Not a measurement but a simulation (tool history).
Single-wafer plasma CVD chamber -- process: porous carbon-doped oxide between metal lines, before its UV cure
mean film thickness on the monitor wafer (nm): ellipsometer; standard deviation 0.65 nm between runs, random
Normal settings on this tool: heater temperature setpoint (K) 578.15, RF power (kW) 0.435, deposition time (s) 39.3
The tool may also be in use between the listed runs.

run,hour,heater temperature setpoint (K),RF power (kW),deposition time (s),"read-back reference wafer on the same gauge, thickness_nm",mean film thickness on the monitor wafer (nm)
1,0,578.15,0.435,42.2,193.966,180.643
2,13.4,578.15,0.435,39.3,193.931,168.094
3,48.1,578.15,0.435,39.3,193.852,169.522
4,70.3,578.15,0.435,39.3,193.976,168.135
5,153.6,578.15,0.435,39.3,193.925,169.204
6,170.6,578.15,0.435,39.3,193.938,168.233
7,188.8,578.15,0.435,33.5,193.965,144.567
8,224,578.15,0.435,33.5,193.996,144.195
9,247.3,578.15,0.435,39.3,193.952,168.813
10,282.7,578.15,0.435,39.3,194.004,169.084
# hour 283.3: gauge calibrated
11,298,578.15,0.435,39.3,194.244,169.239
12,314.1,578.15,0.435,39.3,194.04,169.244
13,348.8,578.15,0.435,39.3,194.012,167.884
14,384.6,586.15,0.36,46.9,194.061,167.875
15,401.6,592.15,0.465,41.8,194.024,172.994
# hour 432.9: showerhead replaced
16,433.4,578.15,0.435,39.3,194.133,168.421
17,454.1,568.15,0.485,32.5,194.042,159.77
18,478.7,592.15,0.505,34.1,194.056,149.543
19,514.6,590.15,0.435,34.5,194.162,139.198
20,542.5,578.15,0.435,39.3,193.945,168.398
# hour 560.5: thermocouple changed; heater temperature recalibrated
# hour 599.6: RF generator calibrated
21,642.7,578.15,0.495,32.1,193.984,150.124
22,657,593.15,0.355,39.3,194.068,134.316
23,676.2,589.15,0.475,33.3,193.901,142.614
24,702.7,571.15,0.5,35.4,193.989,173.148
25,731,578.15,0.495,32.1,194.095,150.723
26,746.1,590.15,0.47,46.3,193.937,195.774
27,772.9,578.15,0.435,45.6,193.844,195.302

Each row is a separate what-if for the run after 27, all from the same tool condition, not one after another. Results?
A,773.3,578.15,0.435,39.3,?,?
B,773.3,584.15,0.435,39.3,?,?
C,773.3,578.15,0.435,32.5,?,?

run,"read-back reference wafer on the same gauge, thickness_nm",mean film thickness on the monitor wafer (nm)
A,193.885,169.604
B,193.885,164.05
C,193.885,140.976
Stripped of hidden state, with their random variation kept, the same runs would have yielded:
run,mean film thickness on the monitor wafer (nm)
A,169.604
B,164.05
C,140.976
